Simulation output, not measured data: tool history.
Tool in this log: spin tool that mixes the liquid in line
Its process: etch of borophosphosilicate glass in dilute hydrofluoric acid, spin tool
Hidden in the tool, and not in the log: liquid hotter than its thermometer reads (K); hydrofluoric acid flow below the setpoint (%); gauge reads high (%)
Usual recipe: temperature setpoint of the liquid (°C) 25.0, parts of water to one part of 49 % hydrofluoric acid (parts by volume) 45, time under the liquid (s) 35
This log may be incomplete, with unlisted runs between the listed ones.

run     day  temperature setpoint of the liquid (°C)  parts of water to one part of 49 % hydrofluoric acid (parts by volume)  time under the liquid (s)  wafers since the last listed run  hours since the thermometer was replaced  hours since the hydrofluoric acid flow meter was replaced  hours since the gauge calibration  read-back film thickness of the borophosphosilicate glass reference wafer, read on the same gauge (nm)  thickness taken off the borophosphosilicate glass on a monitor wafer (angstrom)
  1   0.000                                     25.0                                                                      45                         35                                 0                                      15.0                                                     1573.8                              508.2                                                                                                  120.00                                                                            479.8
  2   0.738                                     25.0                                                                      45                         35                               303                                      32.7                                                     1591.5                              525.9                                                                                                  120.02                                                                            477.8
  3   1.383                                     25.0                                                                      45                         35                               265                                      48.2                                                     1607.0                              541.4                                                                                                  119.98                                                                            472.2
  4   1.938                                     25.0                                                                      45                         35                               227                                      61.5                                                     1620.3                              554.7                                                                                                  119.99                                                                            471.9
  5   2.558                                     28.5                                                                      45                         35                               255                                      76.4                                                     1635.2                              569.6                                                                                                  120.02                                                                            549.4
  6   2.967                                     28.5                                                                      45                         35                               167                                      86.2                                                     1645.0                              579.4                                                                                                  119.99                                                                            546.4
  7   3.671                                     28.5                                                                      45                         35                               289                                     103.1                                                     1661.9                              596.3                                                                                                  120.00                                                                            544.3
      3.754  -- hydrofluoric acid flow meter replaced
  8   4.158                                     25.0                                                                      30                         35                               183                                     114.8                                                        9.7                              608.0                                                                                                  120.05                                                                            801.3
  9   4.771                                     25.0                                                                      45                         25                               251                                     129.5                                                       24.4                              622.7                                                                                                  119.99                                                                            380.0
 10   5.312                                     25.0                                                                      45                         35                               222                                     142.5                                                       37.4                              635.7                                                                                                  119.96                                                                            529.9
      5.721  -- gauge calibrated
 11   5.817                                     25.0                                                                      45                         35                               207                                     154.6                                                       49.5                                2.3                                                                                                  120.01                                                                            530.6
 12   6.421                                     23.0                                                                      60                         55                               248                                     169.1                                                       64.0                               16.8                                                                                                  119.98                                                                            564.3
 13   6.700                                     28.0                                                                      40                         35                               114                                     175.8                                                       70.7                               23.5                                                                                                  119.97                                                                            678.6
 14   7.104                                     25.0                                                                      45                         35                               166                                     185.5                                                       80.4                               33.2                                                                                                  120.00                                                                            529.4
 15   7.367                                     21.0                                                                      40                         35                               107                                     191.8                                                       86.7                               39.5                                                                                                  120.01                                                                            505.6
 16   8.075                                     25.0                                                                      45                         15                               291                                     208.8                                                      103.7                               56.5                                                                                                  119.98                                                                            226.1
 17   8.654                                     25.0                                                                      45                         50                               237                                     222.7                                                      117.6                               70.4                                                                                                  120.00                                                                            747.8
 18   8.983                                     23.5                                                                      55                         15                               135                                     230.6                                                      125.5                               78.3                                                                                                  120.01                                                                            172.7
 19   9.562                                     25.0                                                                      45                         35                               237                                     244.5                                                      139.4                               92.2                                                                                                  119.98                                                                            529.2
 20  10.312                                     25.0                                                                      45                         55                               308                                     262.5                                                      157.4                              110.2                                                                                                  120.01                                                                            819.6
 21  10.679                                     21.0                                                                      45                         35                               150                                     271.3                                                      166.2                              119.0                                                                                                  120.03                                                                            445.1
 22  10.942                                     25.0                                                                      65                         20                               107                                     277.6                                                      172.5                              125.3                                                                                                  120.01                                                                            203.6
 23  11.567                                     25.0                                                                      50                         45                               256                                     292.6                                                      187.5                              140.3                                                                                                  119.99                                                                            596.8
 24  11.904                                     30.0                                                                      45                         40                               138                                     300.7                                                      195.6                              148.4                                                                                                  119.98                                                                            734.5
 25  12.233                                     21.0                                                                      60                         30                               135                                     308.6                                                      203.5                              156.3                                                                                                  120.02                                                                            283.3
 26  12.967                                     22.0                                                                      30                         20                               301                                     326.2                                                      221.1                              173.9                                                                                                  120.00                                                                            404.4
 27  13.304                                     25.0                                                                      45                         35                               138                                     334.3                                                      229.2                              182.0                                                                                                  120.00                                                                            523.7
 28  13.975                                     25.0                                                                      45                         35                               275                                     350.4                                                      245.3                              198.1                                                                                                  120.02                                                                            526.2
 29  14.546                                     28.0                                                                      45                         35                               234                                     364.1                                                      259.0                              211.8                                                                                                  119.99                                                                            589.9
 30  14.883                                     25.0                                                                      45                         35                               138                                     372.2                                                      267.1                              219.9                                                                                                  120.01                                                                            520.4
 31  15.242                                     22.5                                                                      45                         35                               147                                     380.8                                                      275.7                              228.5                                                                                                  120.00                                                                            470.6
 32  15.629                                     25.0                                                                      35                         30                               159                                     390.1                                                      285.0                              237.8                                                                                                  120.01                                                                            584.0

Branching from run 32: 4 alternative next runs. What would each branch give?
  A  15.646                                     25.0                                                                      45                         35                                 6                                     390.5                                                      285.4                              238.2                                                                                                       ?                                                                                ?
  B  15.646                                     27.5                                                                      45                         35                                 6                                     390.5                                                      285.4                              238.2                                                                                                       ?                                                                                ?
  C  15.646                                     23.0                                                                      25                         50                                 6                                     390.5                                                      285.4                              238.2                                                                                                       ?                                                                                ?
  D  15.646                                     29.0                                                                      55                         35                                 6                                     390.5                                                      285.4                              238.2                                                                                                       ?                                                                                ?

run  read-back film thickness of the borophosphosilicate glass reference wafer, read on the same gauge (nm)  thickness taken off the borophosphosilicate glass on a monitor wafer (angstrom)
  A                                                                                                  120.00                                                                            518.8
  B                                                                                                  120.00                                                                            574.2
  C                                                                                                  120.00                                                                           1261.3
  D                                                                                                  120.00                                                                            491.2
Without the tool's hidden state the same runs would have given:
run  thickness taken off the borophosphosilicate glass on a monitor wafer (angstrom)
  A                                                                            528.2
  B                                                                            584.6
  C                                                                           1283.7
  D                                                                            500.3
